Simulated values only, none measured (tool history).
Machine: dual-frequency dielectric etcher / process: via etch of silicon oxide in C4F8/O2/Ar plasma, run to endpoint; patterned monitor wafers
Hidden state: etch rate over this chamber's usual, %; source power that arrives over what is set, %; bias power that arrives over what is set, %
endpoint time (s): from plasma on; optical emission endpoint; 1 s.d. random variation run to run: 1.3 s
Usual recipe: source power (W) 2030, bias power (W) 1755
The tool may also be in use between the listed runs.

run	hour	source power (W)	bias power (W)	wafers since the last listed run	hours since the last wet clean	hours since the last source power generator calibration	hours since the last bias power generator calibration	hours since the last upper electrode change	incoming incoming film thickness, nm	endpoint time (s)
1	0	2030	1755	0	426	3197.2	4270.5	4246.1	1275.5	250
2	14.5	2030	1540	110	440.5	3211.7	4285	4260.6	1266.8	259.2
3	29.9	2030	1755	117	455.9	3227.1	4300.4	4276	1268	250.5
4	40.1	2030	1755	77	466.1	3237.3	4310.6	4286.2	1276.7	249.2
5	47.3	2030	1755	54	473.3	3244.5	4317.8	4293.4	1267.6	250.8
6	75.2	2030	1930	212	501.2	3272.4	4345.7	4321.3	1267.3	241.6
7	86.2	2030	1930	83	512.2	3283.4	4356.7	4332.3	1281.3	242.9
8	93.8	2030	1930	57	519.8	3291	4364.3	4339.9	1271.1	239.3
# hour 98.4: source power generator calibrated
9	101.5	2030	1755	28	527.5	3.1	4372	4347.6	1277.6	247.8
10	109.2	2030	1755	58	535.2	10.8	4379.7	4355.3	1263.7	246.2
11	126.2	2030	1755	129	552.2	27.8	4396.7	4372.3	1274.8	248.8
12	135.5	2030	2062	70	561.5	37.1	4406	4381.6	1283.3	238.4
13	148.4	2030	2062	98	574.4	50	4418.9	4394.5	1270.7	236.6
14	159.8	2030	2062	86	585.8	61.4	4430.3	4405.9	1269.3	234.3
# hour 192.9: upper electrode replaced
15	193.4	1700	1755	73	619.4	95	4463.9	0.5	1274.8	280.6
16	193.7	2030	1632	2	619.7	95.3	4464.2	0.8	1285.4	258.4
17	197.4	2480	2128	28	623.4	99	4467.9	4.5	1263.4	204.2
# hour 222.1: wet clean of the chamber
18	222.6	1830	1755	9	0.5	124.2	4493.1	29.7	1285.4	270.9
19	223	1750	2099	3	0.9	124.6	4493.5	30.1	1272.2	259.8
20	226.5	2030	1755	26	4.4	128.1	4497	33.6	1269	248.3
21	233.8	2030	2018	55	11.7	135.4	4504.3	40.9	1269.3	238.3
22	245.3	2030	1755	87	23.2	146.9	4515.8	52.4	1276.8	251
23	258.2	2030	1755	98	36.1	159.8	4528.7	65.3	1277.7	250
24	267.7	1720	2169	72	45.6	169.3	4538.2	74.8	1262.3	255.8
# hour 272.2: bias power generator calibrated
25	284.5	2380	1546	97	62.4	186.1	12.3	91.6	1280.4	239.8
26	295.9	2030	1755	86	73.8	197.5	23.7	103	1272.8	249.9
27	304.3	2030	1755	64	82.2	205.9	32.1	111.4	1277	250.9
28	311	2030	1755	51	88.9	212.6	38.8	118.1	1263.2	248.8
29	321.4	2030	1595	79	99.3	223	49.2	128.5	1273.7	259.9
30	330	2500	1507	65	107.9	231.6	57.8	137.1	1265	230.7
31	361.9	2300	2032	243	139.8	263.5	89.7	169	1262.8	218.5
32	377.6	1840	2021	119	155.5	279.2	105.4	184.7	1287.7	258.6
33	383.8	1530	1372	47	161.7	285.4	111.6	190.9	1268	328.8
34	390.1	1600	1755	48	168	291.7	117.9	197.2	1277.9	292.4

Give the tool's hidden conditions for every run:
etch rate over this chamber's usual, %: 0 at every run
source power that arrives over what is set, %: 0 at every run
bias power that arrives over what is set, %: 0 at every run
